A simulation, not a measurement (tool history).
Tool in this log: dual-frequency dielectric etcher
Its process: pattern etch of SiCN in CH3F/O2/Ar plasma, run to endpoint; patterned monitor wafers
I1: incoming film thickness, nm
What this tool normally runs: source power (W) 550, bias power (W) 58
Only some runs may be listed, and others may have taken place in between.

Run 1, day 0: usual settings; I1 8.6. Result: endpoint time (s) 23.7.
Run 2, day 0.421: usual settings; I1 8.62. Result: endpoint time (s) 23.6.
Run 3, day 0.821: usual settings but source power (W) 460, bias power (W) 68; I1 8.67. Result: endpoint time (s) 24.2.
Run 4, day 1.188: usual settings but source power (W) 460, bias power (W) 68; I1 8.68. Result: endpoint time (s) 24.4.
Run 5, day 1.646: usual settings but source power (W) 610, bias power (W) 51; I1 8.46. Result: endpoint time (s) 23.1.
Run 6, day 1.942: usual settings; I1 8.63. Result: endpoint time (s) 23.8.
Run 7, day 2.65: usual settings; I1 8.63. Result: endpoint time (s) 24.1.
Run 8, day 3.204: usual settings; I1 8.62. Result: endpoint time (s) 24.1.
Run 9, day 3.633: usual settings but source power (W) 490, bias power (W) 52; I1 8.57. Result: endpoint time (s) 26.
Run 10, day 4.021: usual settings but source power (W) 490, bias power (W) 52; I1 8.59. Result: endpoint time (s) 25.8.
Run 11, day 4.683: usual settings but source power (W) 490, bias power (W) 52; I1 8.66. Result: endpoint time (s) 26.2.
Run 12, day 5.296: usual settings; I1 8.52. Result: endpoint time (s) 23.5.
Run 13, day 5.838: usual settings; I1 8.62. Result: endpoint time (s) 24.
Run 14, day 6.25: usual settings; I1 8.61. Result: endpoint time (s) 23.8.
At day 7.329: wet clean of the chamber.
Run 15, day 7.35: usual settings but bias power (W) 61; I1 8.6. Result: endpoint time (s) 24.2.
Run 16, day 7.362: usual settings but bias power (W) 61; I1 8.59. Result: endpoint time (s) 24.1.
Run 17, day 7.688: usual settings but bias power (W) 61; I1 8.66. Result: endpoint time (s) 24.5.
Run 18, day 7.996: usual settings but bias power (W) 64; I1 8.54. Result: endpoint time (s) 23.8.
Run 19, day 8.688: usual settings; I1 8.54. Result: endpoint time (s) 24.5.
At day 9.571: source power generator calibrated.
At day 9.95: wet clean of the chamber, repeated, since the last time left the tool worse.
Run 20, day 9.971: usual settings but bias power (W) 51; I1 8.61. Result: endpoint time (s) 24.
Run 21, day 9.983: usual settings but source power (W) 590, bias power (W) 51; I1 8.64. Result: endpoint time (s) 23.4.
At day 11.054: upper electrode replaced.
Run 22, day 11.075: usual settings but source power (W) 640, bias power (W) 65; I1 8.63. Result: endpoint time (s) 21.1.
Run 23, day 11.088: usual settings but source power (W) 510, bias power (W) 50; I1 8.58. Result: endpoint time (s) 25.1.
Run 24, day 11.567: usual settings but source power (W) 640, bias power (W) 70; I1 8.62. Result: endpoint time (s) 20.7.
Run 25, day 12.067: usual settings but bias power (W) 53; I1 8.53. Result: endpoint time (s) 23.6.
Run 26, day 12.638: usual settings but source power (W) 420; I1 8.6. Result: endpoint time (s) 26.
Run 27, day 13.271: usual settings but source power (W) 590, bias power (W) 47; I1 8.63. Result: endpoint time (s) 24.2.
At day 13.483: bias power generator calibrated.
Run 28, day 13.858: usual settings but source power (W) 460, bias power (W) 70; I1 8.53. Result: endpoint time (s) 22.8.
Run 29, day 14.454: usual settings but source power (W) 420, bias power (W) 47; I1 8.61. Result: endpoint time (s) 27.6.
Run 30, day 14.95: usual settings; I1 8.6. Result: endpoint time (s) 23.2.
Run 31, day 15.658: usual settings but source power (W) 660, bias power (W) 72; I1 8.57. Result: endpoint time (s) 20.2.
Run 32, day 16.267: usual settings but source power (W) 660, bias power (W) 54; I1 8.58. Result: endpoint time (s) 22.2.
Run 33, day 16.588: usual settings but source power (W) 620, bias power (W) 62; I1 8.55. Result: endpoint time (s) 21.4.
Run 34, day 16.992: usual settings; I1 8.63. Result: endpoint time (s) 23.4.
Run 35, day 17.579: usual settings but source power (W) 610, bias power (W) 70; I1 8.72. Result: endpoint time (s) 21.6.
Run 36, day 18.304: usual settings but source power (W) 430, bias power (W) 49; I1 8.63. Result: endpoint time (s) 27.5.

Subtracting, for every run, the result it would have given without the tool's unlogged condition from the measured result gives the following. The same run-to-run variation enters both numbers; the gauge's scatter may not:
The tool's hidden condition here consists of: etch rate over this chamber's usual, %; source power that arrives over what is set, %; bias power that arrives over what is set, %.
run  endpoint time (s)
  1               +0.6
  2               +0.7
  3               +0.7
  4               +0.7
  5               +0.7
  6               +0.7
  7               +0.8
  8               +0.8
  9               +0.9
 10               +0.9
 11                 +1
 12               +0.9
 13               +0.9
 14               +0.9
 15               +1.5
 16               +1.6
 17               +1.6
 18               +1.6
 19               +1.7
 20               -0.1
 21                 +0
 22               -0.1
 23                 +0
 24                 +0
 25                 +0
 26                 +0
 27                 +0
 28                 +0
 29               +0.1
 30               +0.1
 31               +0.1
 32               +0.2
 33               +0.2
 34               +0.2
 35               +0.3
 36               +0.3
